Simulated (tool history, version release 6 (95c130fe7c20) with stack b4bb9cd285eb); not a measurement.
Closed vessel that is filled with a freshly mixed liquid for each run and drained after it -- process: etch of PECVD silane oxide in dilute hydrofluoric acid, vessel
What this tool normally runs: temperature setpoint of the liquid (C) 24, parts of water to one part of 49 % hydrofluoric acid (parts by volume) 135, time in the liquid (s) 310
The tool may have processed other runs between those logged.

run   hour  temperature setpoint of the liquid (C)  parts of water to one part of 49 % hydrofluoric acid (parts by volume)  time in the liquid (s)  wafers since the last listed run  hours since the thermometer was replaced  hours since the hydrofluoric acid flow meter was replaced  hours since the gauge calibration  read-back film thickness of the PECVD silane oxide reference wafer, read on the same gauge (nm)  thickness taken off the PECVD silane oxide on a monitor wafer (nm)
  1      0                                      24                                                                      85                     185                                 0                                    2228.8                                                     1092.6                               48.6                                                                                               30                                                               58.44
  2    9.3                                    22.5                                                                      85                     310                               640                                    2238.1                                                     1101.9                               57.9                                                                                               30                                                               91.59
  3   22.7                                      26                                                                     135                     310                               923                                    2251.5                                                     1115.3                               71.3                                                                                            30.02                                                               63.11
  4   28.8                                      26                                                                     135                     310                               420                                    2257.6                                                     1121.4                               77.4                                                                                            29.97                                                               62.54
  5   35.5                                      24                                                                     185                     310                               461                                    2264.3                                                     1128.1                               84.1                                                                                            30.01                                                                40.7
  6   50.5                                      24                                                                     185                     310                              1033                                    2279.3                                                     1143.1                               99.1                                                                                            29.98                                                               40.74
  7     66                                      25                                                                     135                     310                              1068                                    2294.8                                                     1158.6                              114.6                                                                                               30                                                                  61
  8   83.4                                      25                                                                     135                     310                              1199                                    2312.2                                                       1176                                132                                                                                               30                                                               61.06
  9   98.2                                      25                                                                     135                     310                              1020                                      2327                                                     1190.8                              146.8                                                                                            30.01                                                               61.19
 10  110.1                                      24                                                                     135                     310                               820                                    2338.9                                                     1202.7                              158.7                                                                                            30.01                                                               59.16
     111.4  -- gauge calibrated
 11  125.1                                      24                                                                     135                     310                              1033                                    2353.9                                                     1217.7                               13.7                                                                                            29.99                                                               58.91
 12  138.7                                      24                                                                      90                     405                               937                                    2367.5                                                     1231.3                               27.3                                                                                            30.01                                                              122.17
     141.9  -- hydrofluoric acid flow meter replaced
 13  153.9                                      24                                                                     105                     475                               978                                    2382.7                                                         12                               42.5                                                                                            29.99                                                              107.62
     167.7  -- thermometer replaced
 14  169.6                                    25.5                                                                     135                     135                              1013                                       1.9                                                       27.7                               58.2                                                                                               30                                                               24.57
 15  184.4                                    26.5                                                                     105                     190                              1020                                      16.7                                                       42.5                                 73                                                                                            30.02                                                               47.73
 16  195.3                                      29                                                                     200                     310                               751                                      27.6                                                       53.4                               83.9                                                                                            30.01                                                               40.39
 17  212.9                                    20.5                                                                     135                     425                              1213                                      45.2                                                         71                              101.5                                                                                            30.01                                                               63.83
 18  224.9                                      24                                                                     200                     440                               827                                      57.2                                                         83                              113.5                                                                                            30.01                                                               48.27
 19  240.7                                      24                                                                     185                     310                              1089                                        73                                                       98.8                              129.3                                                                                            29.99                                                               37.03
 20  252.8                                      21                                                                     105                     405                               833                                      85.1                                                      110.9                              141.4                                                                                               30                                                               82.93
 21    266                                      21                                                                     135                     310                               909                                      98.3                                                      124.1                              154.6                                                                                               30                                                               48.06
     267.9  -- gauge calibrated
 22  272.2                                      24                                                                     135                     310                               427                                     104.5                                                      130.3                                4.3                                                                                               30                                                               54.16
 23  287.5                                      24                                                                     135                     310                              1054                                     119.8                                                      145.6                               19.6                                                                                            29.97                                                               53.93
 24  295.9                                      22                                                                      65                     215                               578                                     128.2                                                        154                                 28                                                                                               30                                                               79.15

Describe how what the log doesn't record of the tool's condition differs between the last listed run preceding each entry between runs and the first listed run following it.
Logged between run 10 and run 11: gauge calibrated (hour 111.4)
  hydrofluoric acid flow above the setpoint (%): 11.5 -> 11.7
  measured minus no-state result, thickness taken off the PECVD silane oxide on a monitor wafer (nm): +6.98 -> +7.02
Logged between run 12 and run 13: hydrofluoric acid flow meter replaced (hour 141.9)
  hydrofluoric acid flow above the setpoint (%): 11.8 -> 2.44
  measured minus no-state result, thickness taken off the PECVD silane oxide on a monitor wafer (nm): +14.17 -> +2.88
Logged between run 13 and run 14: thermometer replaced (hour 167.7)
  hydrofluoric acid flow above the setpoint (%): 2.44 -> 2.57
  measured minus no-state result, thickness taken off the PECVD silane oxide on a monitor wafer (nm): +2.88 -> +0.71
Logged between run 21 and run 22: gauge calibrated (hour 267.9)
  hydrofluoric acid flow above the setpoint (%): 3.39 -> 3.44
  measured minus no-state result, thickness taken off the PECVD silane oxide on a monitor wafer (nm): +1.79 -> +2.07
